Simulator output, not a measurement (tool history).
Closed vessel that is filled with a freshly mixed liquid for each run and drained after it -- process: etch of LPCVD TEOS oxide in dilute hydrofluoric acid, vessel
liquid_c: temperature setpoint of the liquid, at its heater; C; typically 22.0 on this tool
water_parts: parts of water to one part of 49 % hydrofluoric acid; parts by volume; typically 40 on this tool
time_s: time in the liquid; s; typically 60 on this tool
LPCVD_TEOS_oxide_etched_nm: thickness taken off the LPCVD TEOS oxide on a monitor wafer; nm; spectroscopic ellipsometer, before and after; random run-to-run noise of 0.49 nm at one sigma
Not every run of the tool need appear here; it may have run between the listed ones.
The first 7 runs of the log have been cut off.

run     day  liquid_c  water_parts  time_s  wafers since the last listed run  hours since the thermometer was replaced  hours since the hydrofluoric acid flow meter was replaced  hours since the gauge calibration  read-back film thickness of the LPCVD TEOS oxide reference wafer, read on the same gauge (nm)  LPCVD_TEOS_oxide_etched_nm
  8  12.388      20.5           40      45                              1704                                    1847.5                                                      570.7                             2027.4                                                                                          30.02                       41.45
  9  19.388      22.0           40      75                             10337                                    2015.5                                                      738.7                             2195.4                                                                                          29.99                       73.03
     19.592  -- gauge calibrated
 10  20.450      22.0           55      60                              1569                                    2041.0                                                      764.2                               20.6                                                                                          30.05                       42.15
 11  29.175      22.0           55      60                             12884                                    2250.4                                                      973.6                              230.0                                                                                          30.01                       41.56
 12  31.992      19.0           50      60                              4159                                    2318.0                                                     1041.2                              297.6                                                                                          30.02                       40.50
 13  32.996      23.5           40      60                              1482                                    2342.1                                                     1065.3                              321.7                                                                                          30.01                       60.21
 14  34.888      22.0           55      40                              2793                                    2387.5                                                     1110.7                              367.1                                                                                          30.00                       27.03
 15  35.925      22.0           25      45                              1532                                    2412.4                                                     1135.6                              392.0                                                                                          29.94                       69.87
 16  38.162      17.5           30      70                              3304                                    2466.1                                                     1189.3                              445.7                                                                                          29.96                       73.60
     38.812  -- thermometer replaced
 17  40.979      22.0           55      60                              4097                                      52.0                                                     1256.9                              513.3                                                                                          30.01                       40.59

Forecast run 18:
 18  42.833      22.0           40      60                              2738                                      96.5                                                     1301.4                              557.8                                                                                              ?                           ?

{"run 18": {"read-back film thickness of the LPCVD TEOS oxide reference wafer, read on the same gauge (nm)": 30.0, "LPCVD_TEOS_oxide_etched_nm": 56.24}}
Had the tool carried no hidden state, the very same run would have given LPCVD_TEOS_oxide_etched_nm 60.28 nm.

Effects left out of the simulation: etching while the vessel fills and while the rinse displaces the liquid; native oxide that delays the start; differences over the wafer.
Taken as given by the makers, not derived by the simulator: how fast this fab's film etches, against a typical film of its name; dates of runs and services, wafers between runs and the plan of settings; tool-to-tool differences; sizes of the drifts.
